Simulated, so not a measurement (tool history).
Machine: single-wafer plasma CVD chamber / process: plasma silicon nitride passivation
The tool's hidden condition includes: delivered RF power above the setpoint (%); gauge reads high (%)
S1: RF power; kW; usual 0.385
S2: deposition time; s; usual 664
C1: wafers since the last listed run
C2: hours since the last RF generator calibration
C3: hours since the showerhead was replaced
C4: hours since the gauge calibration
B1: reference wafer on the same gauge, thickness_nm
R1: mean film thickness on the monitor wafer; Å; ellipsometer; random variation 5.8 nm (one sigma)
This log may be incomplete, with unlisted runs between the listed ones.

Run 1, hour 0.0: usual settings; C1 0; C2 1275.0; C3 7089.3; C4 128.2; B1 974.607. Result: R1 9697.98 Å.
Run 2, hour 12.9: usual settings; C1 52; C2 1287.9; C3 7102.2; C4 141.1; B1 976.507. Result: R1 9653.21 Å.
Run 3, hour 47.7: usual settings; C1 141; C2 1322.7; C3 7137.0; C4 175.9; B1 975.449. Result: R1 9614.31 Å.
Run 4, hour 71.9: usual settings but S1 0.335 kW; C1 98; C2 1346.9; C3 7161.2; C4 200.1; B1 977.186. Result: R1 9058.25 Å.
Run 5, hour 101.4: usual settings; C1 120; C2 1376.4; C3 7190.7; C4 229.6; B1 976.863. Result: R1 9590.53 Å.
Run 6, hour 117.7: usual settings; C1 66; C2 1392.7; C3 7207.0; C4 245.9; B1 976.848. Result: R1 9740.31 Å.
Run 7, hour 137.1: usual settings; C1 79; C2 1412.1; C3 7226.4; C4 265.3; B1 973.459. Result: R1 9630.87 Å.
Run 8, hour 157.0: usual settings; C1 81; C2 1432.0; C3 7246.3; C4 285.2; B1 978.888. Result: R1 9570.18 Å.
Run 9, hour 169.4: usual settings; C1 50; C2 1444.4; C3 7258.7; C4 297.6; B1 976.017. Result: R1 9683.07 Å.
Run 10, hour 191.3: usual settings; C1 89; C2 1466.3; C3 7280.6; C4 319.5; B1 973.999. Result: R1 9609.01 Å.
Run 11, hour 225.4: usual settings but S1 0.445 kW; C1 138; C2 1500.4; C3 7314.7; C4 353.6; B1 975.005. Result: R1 10010.32 Å.
Run 12, hour 246.5: usual settings but S2 627 s; C1 86; C2 1521.5; C3 7335.8; C4 374.7; B1 977.176. Result: R1 9121.97 Å.
Run 13, hour 260.2: usual settings but S2 627 s; C1 55; C2 1535.2; C3 7349.5; C4 388.4; B1 977.482. Result: R1 9124.53 Å.
At hour 302.4: RF generator calibrated.
Run 14, hour 302.9: usual settings but S2 627 s; C1 141; C2 0.5; C3 7392.2; C4 431.1; B1 975.971. Result: R1 9095.98 Å.
Run 15, hour 328.6: usual settings; C1 104; C2 26.2; C3 7417.9; C4 456.8; B1 976.836. Result: R1 9607.98 Å.
Run 16, hour 341.3: usual settings but S1 0.420 kW; C1 51; C2 38.9; C3 7430.6; C4 469.5; B1 976.167. Result: R1 9935.03 Å.
Run 17, hour 362.7: usual settings but S2 721 s; C1 87; C2 60.3; C3 7452.0; C4 490.9; B1 976.020. Result: R1 10458.36 Å.
At hour 375.2: showerhead replaced.
Run 18, hour 375.7: usual settings but S2 540 s; C1 20; C2 73.3; C3 0.5; C4 503.9; B1 974.903. Result: R1 7888.52 Å.
Run 19, hour 396.4: usual settings; C1 84; C2 94.0; C3 21.2; C4 524.6; B1 975.235. Result: R1 9602.70 Å.
Run 20, hour 500.7: usual settings; C1 425; C2 198.3; C3 125.5; C4 628.9; B1 974.870. Result: R1 9747.23 Å.
Run 21, hour 514.6: usual settings but S1 0.345 kW, S2 563 s; C1 56; C2 212.2; C3 139.4; C4 642.8; B1 977.195. Result: R1 7871.30 Å.
Run 22, hour 537.6: usual settings but S1 0.415 kW, S2 756 s; C1 93; C2 235.2; C3 162.4; C4 665.8; B1 974.759. Result: R1 11217.62 Å.
Run 23, hour 557.4: usual settings; C1 80; C2 255.0; C3 182.2; C4 685.6; B1 975.669. Result: R1 9679.24 Å.
Run 24, hour 569.6: usual settings; C1 49; C2 267.2; C3 194.4; C4 697.8; B1 974.116. Result: R1 9608.73 Å.
At hour 576.3: gauge calibrated.
Run 25, hour 600.1: usual settings but S1 0.450 kW, S2 780 s; C1 124; C2 297.7; C3 224.9; C4 23.8; B1 975.266. Result: R1 12040.22 Å.
Run 26, hour 615.5: usual settings but S1 0.430 kW, S2 602 s; C1 62; C2 313.1; C3 240.3; C4 39.2; B1 975.258. Result: R1 8982.14 Å.
Run 27, hour 649.8: usual settings but S1 0.425 kW, S2 722 s; C1 139; C2 347.4; C3 274.6; C4 73.5; B1 977.085. Result: R1 10869.15 Å.
Run 28, hour 661.9: usual settings but S2 627 s; C1 49; C2 359.5; C3 286.7; C4 85.6; B1 976.535. Result: R1 9017.27 Å.
Run 29, hour 691.7: usual settings; C1 121; C2 389.3; C3 316.5; C4 115.4; B1 977.547. Result: R1 9670.88 Å.
Run 30, hour 722.2: usual settings but S1 0.460 kW, S2 610 s; C1 124; C2 419.8; C3 347.0; C4 145.9; B1 975.787. Result: R1 9420.65 Å.
Run 31, hour 739.3: usual settings but S1 0.420 kW, S2 595 s; C1 69; C2 436.9; C3 364.1; C4 163.0; B1 976.192. Result: R1 8992.82 Å.
Run 32, hour 758.9: usual settings but S1 0.430 kW, S2 725 s; C1 79; C2 456.5; C3 383.7; C4 182.6; B1 975.171. Result: R1 10908.56 Å.
Run 33, hour 789.1: usual settings but S1 0.350 kW, S2 723 s; C1 123; C2 486.7; C3 413.9; C4 212.8; B1 974.332. Result: R1 10040.24 Å.

What if the next run were any one of these 4? Each begins from the tool's condition after run 33:
Run A, hour 789.7: usual settings; C1 2; C2 487.3; C3 414.5; C4 213.4; B1 ?. Result: R1 ?.
Run B, hour 789.7: usual settings but S1 0.415 kW, S2 715 s; C1 2; C2 487.3; C3 414.5; C4 213.4; B1 ?. Result: R1 ?.
Run C, hour 789.7: usual settings but S1 0.425 kW, S2 628 s; C1 2; C2 487.3; C3 414.5; C4 213.4; B1 ?. Result: R1 ?.
Run D, hour 789.7: usual settings but S1 0.415 kW, S2 550 s; C1 2; C2 487.3; C3 414.5; C4 213.4; B1 ?. Result: R1 ?.

run       B1        R1
  A  975.455   9667.91
  B  975.455  10696.79
  C  975.455   9475.65
  D  975.455   8228.30
Stripped of hidden state, with their random variation kept, the same runs would have yielded:
run        R1
  A   9667.91
  B  10696.79
  C   9475.65
  D   8228.30
